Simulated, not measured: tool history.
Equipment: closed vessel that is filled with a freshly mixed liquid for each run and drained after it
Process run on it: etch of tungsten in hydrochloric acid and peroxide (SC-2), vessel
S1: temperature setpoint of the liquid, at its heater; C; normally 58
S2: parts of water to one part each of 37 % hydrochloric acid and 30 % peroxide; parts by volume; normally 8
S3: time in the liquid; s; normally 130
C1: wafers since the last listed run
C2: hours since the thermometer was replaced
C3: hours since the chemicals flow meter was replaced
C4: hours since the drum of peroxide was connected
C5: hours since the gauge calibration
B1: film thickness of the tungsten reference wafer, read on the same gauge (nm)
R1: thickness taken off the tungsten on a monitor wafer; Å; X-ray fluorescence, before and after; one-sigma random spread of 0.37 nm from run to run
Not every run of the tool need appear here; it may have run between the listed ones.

{"run": 1, "hour": 0.0, "S1": 58, "S2": 8, "S3": 130, "C1": 0, "C2": 1395.7, "C3": 2241.8, "C4": 648.4, "C5": 110.2, "B1": 119.99, "R1": 574.7}
{"run": 2, "hour": 14.2, "S1": 58, "S2": 8, "S3": 130, "C1": 1885, "C2": 1409.9, "C3": 2256, "C4": 662.6, "C5": 124.4, "B1": 120.04, "R1": 575.2}
{"run": 3, "hour": 24.0, "S1": 58, "S2": 8, "S3": 130, "C1": 1301, "C2": 1419.7, "C3": 2265.8, "C4": 672.4, "C5": 134.2, "B1": 120.02, "R1": 576.5}
{"run": 4, "hour": 38.5, "S1": 58, "S2": 11, "S3": 110, "C1": 1925, "C2": 1434.2, "C3": 2280.3, "C4": 686.9, "C5": 148.7, "B1": 119.97, "R1": 373.6}
{"run": 5, "hour": 49.1, "S1": 58, "S2": 11, "S3": 110, "C1": 1407, "C2": 1444.8, "C3": 2290.9, "C4": 697.5, "C5": 159.3, "B1": 120, "R1": 374.4}
{"run": 6, "hour": 63.0, "S1": 58, "S2": 5, "S3": 75, "C1": 1845, "C2": 1458.7, "C3": 2304.8, "C4": 711.4, "C5": 173.2, "B1": 120, "R1": 478.3}
{"run": 7, "hour": 71.4, "S1": 58, "S2": 5, "S3": 75, "C1": 1115, "C2": 1467.1, "C3": 2313.2, "C4": 719.8, "C5": 181.6, "B1": 120.04, "R1": 479.2}
{"run": 8, "hour": 83.7, "S1": 58, "S2": 8, "S3": 130, "C1": 1633, "C2": 1479.4, "C3": 2325.5, "C4": 732.1, "C5": 193.9, "B1": 119.97, "R1": 576}
{"run": 9, "hour": 93.5, "S1": 58, "S2": 8, "S3": 130, "C1": 1301, "C2": 1489.2, "C3": 2335.3, "C4": 741.9, "C5": 203.7, "B1": 119.96, "R1": 581.2}
{"run": 10, "hour": 100.2, "S1": 58, "S2": 8, "S3": 130, "C1": 889, "C2": 1495.9, "C3": 2342, "C4": 748.6, "C5": 210.4, "B1": 120.04, "R1": 571.6}
{"run": 11, "hour": 114.7, "S1": 58, "S2": 8, "S3": 130, "C1": 1925, "C2": 1510.4, "C3": 2356.5, "C4": 763.1, "C5": 224.9, "B1": 120.02, "R1": 575.3}
{"run": 12, "hour": 123.1, "S1": 58, "S2": 8, "S3": 130, "C1": 1115, "C2": 1518.8, "C3": 2364.9, "C4": 771.5, "C5": 233.3, "B1": 119.99, "R1": 566.2}
{"run": 13, "hour": 138.9, "S1": 58, "S2": 8, "S3": 130, "C1": 2097, "C2": 1534.6, "C3": 2380.7, "C4": 787.3, "C5": 249.1, "B1": 120.05, "R1": 575.5}
{"hour": 146.8, "done": "new drum of peroxide connected"}
{"run": 14, "hour": 147.3, "S1": 58, "S2": 8, "S3": 130, "C1": 982, "C2": 1543, "C3": 2389.1, "C4": 0.5, "C5": 257.5, "B1": 119.96, "R1": 620.8}
{"hour": 157.5, "done": "gauge calibrated"}
{"run": 15, "hour": 159.5, "S1": 58, "S2": 8, "S3": 130, "C1": 1619, "C2": 1555.2, "C3": 2401.3, "C4": 12.7, "C5": 2, "B1": 119.96, "R1": 612.8}
{"hour": 163.4, "done": "chemicals flow meter replaced"}
{"run": 16, "hour": 166.2, "S1": 58, "S2": 5.5, "S3": 130, "C1": 756, "C2": 1561.9, "C3": 2.8, "C4": 19.4, "C5": 8.7, "B1": 119.98, "R1": 835.2}
{"run": 17, "hour": 179.3, "S1": 58, "S2": 8, "S3": 130, "C1": 1739, "C2": 1575, "C3": 15.9, "C4": 32.5, "C5": 21.8, "B1": 120, "R1": 621.9}
{"run": 18, "hour": 193.6, "S1": 63.5, "S2": 5.5, "S3": 130, "C1": 1898, "C2": 1589.3, "C3": 30.2, "C4": 46.8, "C5": 36.1, "B1": 119.99, "R1": 1170.9}
{"run": 19, "hour": 245.3, "S1": 61, "S2": 8, "S3": 130, "C1": 6864, "C2": 1641, "C3": 81.9, "C4": 98.5, "C5": 87.8, "B1": 120.02, "R1": 747.7}
{"run": 20, "hour": 252.2, "S1": 65.5, "S2": 8, "S3": 130, "C1": 916, "C2": 1647.9, "C3": 88.8, "C4": 105.4, "C5": 94.7, "B1": 120.01, "R1": 984.3}
{"run": 21, "hour": 263.5, "S1": 54, "S2": 4.5, "S3": 105, "C1": 1500, "C2": 1659.2, "C3": 100.1, "C4": 116.7, "C5": 106, "B1": 120.03, "R1": 600.1}
{"run": 22, "hour": 277.4, "S1": 58, "S2": 8, "S3": 130, "C1": 1845, "C2": 1673.1, "C3": 114, "C4": 130.6, "C5": 119.9, "B1": 119.98, "R1": 628.1}
{"hour": 291.6, "done": "thermometer replaced"}
{"run": 23, "hour": 294.1, "S1": 62.5, "S2": 9, "S3": 130, "C1": 2084, "C2": 2.5, "C3": 130.7, "C4": 147.3, "C5": 136.6, "B1": 119.95, "R1": 610.2}
{"run": 24, "hour": 307.5, "S1": 58, "S2": 5, "S3": 130, "C1": 1779, "C2": 15.9, "C3": 144.1, "C4": 160.7, "C5": 150, "B1": 119.99, "R1": 727.2}
{"run": 25, "hour": 338.0, "S1": 58, "S2": 8, "S3": 130, "C1": 4049, "C2": 46.4, "C3": 174.6, "C4": 191.2, "C5": 180.5, "B1": 120, "R1": 511.1}
{"run": 26, "hour": 347.1, "S1": 58, "S2": 11, "S3": 75, "C1": 1208, "C2": 55.5, "C3": 183.7, "C4": 200.3, "C5": 189.6, "B1": 119.95, "R1": 224.6}
{"run": 27, "hour": 364.5, "S1": 58, "S2": 8, "S3": 80, "C1": 2310, "C2": 72.9, "C3": 201.1, "C4": 217.7, "C5": 207, "B1": 120, "R1": 317.3}
{"run": 28, "hour": 376.5, "S1": 52.5, "S2": 8, "S3": 130, "C1": 1593, "C2": 84.9, "C3": 213.1, "C4": 229.7, "C5": 219, "B1": 119.96, "R1": 362}
{"run": 29, "hour": 383.9, "S1": 64.5, "S2": 7, "S3": 170, "C1": 982, "C2": 92.3, "C3": 220.5, "C4": 237.1, "C5": 226.4, "B1": 120, "R1": 1104.5}

Each run again, without the hidden state but with its own random variation kept:
What the log doesn't record here: liquid hotter than its thermometer reads (K); chemicals flow above the setpoint (%); peroxide weaker than its label (%); gauge reads high (%).
run=1 R1=514
run=2 R1=514.6
run=3 R1=515.5
run=4 R1=334.7
run=5 R1=335.4
run=6 R1=426.3
run=7 R1=427.2
run=8 R1=515.2
run=9 R1=519.7
run=10 R1=511.1
run=11 R1=514.6
run=12 R1=506.5
run=13 R1=514.7
run=14 R1=515.4
run=15 R1=508.7
run=16 R1=693.1
run=17 R1=516.2
run=18 R1=977.1
run=19 R1=622.4
run=20 R1=823.5
run=21 R1=494.7
run=22 R1=520.9
run=23 R1=617.9
run=24 R1=735.5
run=25 R1=517.3
run=26 R1=227.5
run=27 R1=321
run=28 R1=366
run=29 R1=1117.8
